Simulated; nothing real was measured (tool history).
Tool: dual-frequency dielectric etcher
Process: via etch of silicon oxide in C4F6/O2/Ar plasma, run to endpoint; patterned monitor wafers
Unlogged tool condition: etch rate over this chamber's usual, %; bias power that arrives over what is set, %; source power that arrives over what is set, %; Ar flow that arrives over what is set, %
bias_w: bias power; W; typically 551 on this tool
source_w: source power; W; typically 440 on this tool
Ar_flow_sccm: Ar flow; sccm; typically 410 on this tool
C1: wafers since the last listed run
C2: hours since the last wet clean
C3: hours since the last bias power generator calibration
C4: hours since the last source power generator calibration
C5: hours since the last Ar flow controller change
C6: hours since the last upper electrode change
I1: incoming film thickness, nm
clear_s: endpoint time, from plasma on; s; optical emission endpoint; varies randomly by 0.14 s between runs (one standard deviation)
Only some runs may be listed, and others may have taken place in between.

Run 1, hour 0: usual settings; C1 0; C2 371.1; C3 2450.4; C4 4249; C5 4679.8; C6 2158; I1 106.4. Result: clear_s 20.6 s.
Run 2, hour 12.1: usual settings; C1 175; C2 383.2; C3 2462.5; C4 4261.1; C5 4691.9; C6 2170.1; I1 107.9. Result: clear_s 20.8 s.
Run 3, hour 42.9: usual settings but Ar_flow_sccm 474 sccm; C1 446; C2 414; C3 2493.3; C4 4291.9; C5 4722.7; C6 2200.9; I1 106.6. Result: clear_s 20.9 s.
Run 4, hour 59.2: usual settings but Ar_flow_sccm 474 sccm; C1 236; C2 430.3; C3 2509.6; C4 4308.2; C5 4739; C6 2217.2; I1 106.3. Result: clear_s 20.5 s.
Run 5, hour 69.3: usual settings but Ar_flow_sccm 474 sccm; C1 146; C2 440.4; C3 2519.7; C4 4318.3; C5 4749.1; C6 2227.3; I1 105.6. Result: clear_s 20.5 s.
Run 6, hour 75.4: usual settings but source_w 500 W; C1 88; C2 446.5; C3 2525.8; C4 4324.4; C5 4755.2; C6 2233.4; I1 106.2. Result: clear_s 19.6 s.
Run 7, hour 91.1: usual settings but source_w 500 W; C1 227; C2 462.2; C3 2541.5; C4 4340.1; C5 4770.9; C6 2249.1; I1 106. Result: clear_s 19.5 s.
At hour 122.1: wet clean of the chamber.
Run 8, hour 122.6: usual settings; C1 108; C2 0.5; C3 2573; C4 4371.6; C5 4802.4; C6 2280.6; I1 106.8. Result: clear_s 21.5 s.
Run 9, hour 122.9: usual settings; C1 4; C2 0.8; C3 2573.3; C4 4371.9; C5 4802.7; C6 2280.9; I1 107.5. Result: clear_s 21.6 s.
Run 10, hour 123.2: usual settings but bias_w 500 W, source_w 340 W; C1 4; C2 1.1; C3 2573.6; C4 4372.2; C5 4803; C6 2281.2; I1 105.7. Result: clear_s 24.2 s.
At hour 132.4: source power generator calibrated.
Run 11, hour 134.8: usual settings but Ar_flow_sccm 374 sccm; C1 110; C2 12.7; C3 2585.2; C4 2.4; C5 4814.6; C6 2292.8; I1 107.9. Result: clear_s 21.3 s.
At hour 152.9: bias power generator calibrated.
At hour 171.1: Ar flow controller replaced.
Run 12, hour 185.4: usual settings but bias_w 620 W, source_w 480 W, Ar_flow_sccm 491 sccm; C1 588; C2 63.3; C3 32.5; C4 53; C5 14.3; C6 2343.4; I1 106.3. Result: clear_s 20.4 s.
At hour 216.7: upper electrode replaced.
Run 13, hour 217.2: usual settings; C1 113; C2 95.1; C3 64.3; C4 84.8; C5 46.1; C6 0.5; I1 106.8. Result: clear_s 21.4 s.
Run 14, hour 217.6: usual settings but bias_w 619 W, source_w 510 W; C1 5; C2 95.5; C3 64.7; C4 85.2; C5 46.5; C6 0.9; I1 106.1. Result: clear_s 19.5 s.
Run 15, hour 221: usual settings but source_w 520 W; C1 49; C2 98.9; C3 68.1; C4 88.6; C5 49.9; C6 4.3; I1 106.3. Result: clear_s 19.9 s.
Run 16, hour 235.7: usual settings but bias_w 475 W, source_w 400 W, Ar_flow_sccm 317 sccm; C1 213; C2 113.6; C3 82.8; C4 103.3; C5 64.6; C6 19; I1 107. Result: clear_s 22.5 s.
Run 17, hour 250.7: usual settings but bias_w 500 W, source_w 340 W; C1 217; C2 128.6; C3 97.8; C4 118.3; C5 79.6; C6 34; I1 107.2. Result: clear_s 24 s.
Run 18, hour 278.2: usual settings; C1 398; C2 156.1; C3 125.3; C4 145.8; C5 107.1; C6 61.5; I1 105.5. Result: clear_s 20.9 s.

Below are 3 alternative next runs, each starting from the tool's condition after run 18. Predict each:
Run A, hour 278.6: usual settings; C1 5; C2 156.5; C3 125.7; C4 146.2; C5 107.5; C6 61.9; I1 106.7. Result: clear_s ?.
Run B, hour 278.6: usual settings but bias_w 489 W; C1 5; C2 156.5; C3 125.7; C4 146.2; C5 107.5; C6 61.9; I1 106.7. Result: clear_s ?.
Run C, hour 278.6: usual settings but source_w 350 W; C1 5; C2 156.5; C3 125.7; C4 146.2; C5 107.5; C6 61.9; I1 106.7. Result: clear_s ?.

run  clear_s
  A       21
  B     21.8
  C     22.7
The same runs, with their run-to-run variation unchanged, on a tool lacking any hidden condition would have given:
run  clear_s
  A     21.5
  B     22.3
  C     23.2

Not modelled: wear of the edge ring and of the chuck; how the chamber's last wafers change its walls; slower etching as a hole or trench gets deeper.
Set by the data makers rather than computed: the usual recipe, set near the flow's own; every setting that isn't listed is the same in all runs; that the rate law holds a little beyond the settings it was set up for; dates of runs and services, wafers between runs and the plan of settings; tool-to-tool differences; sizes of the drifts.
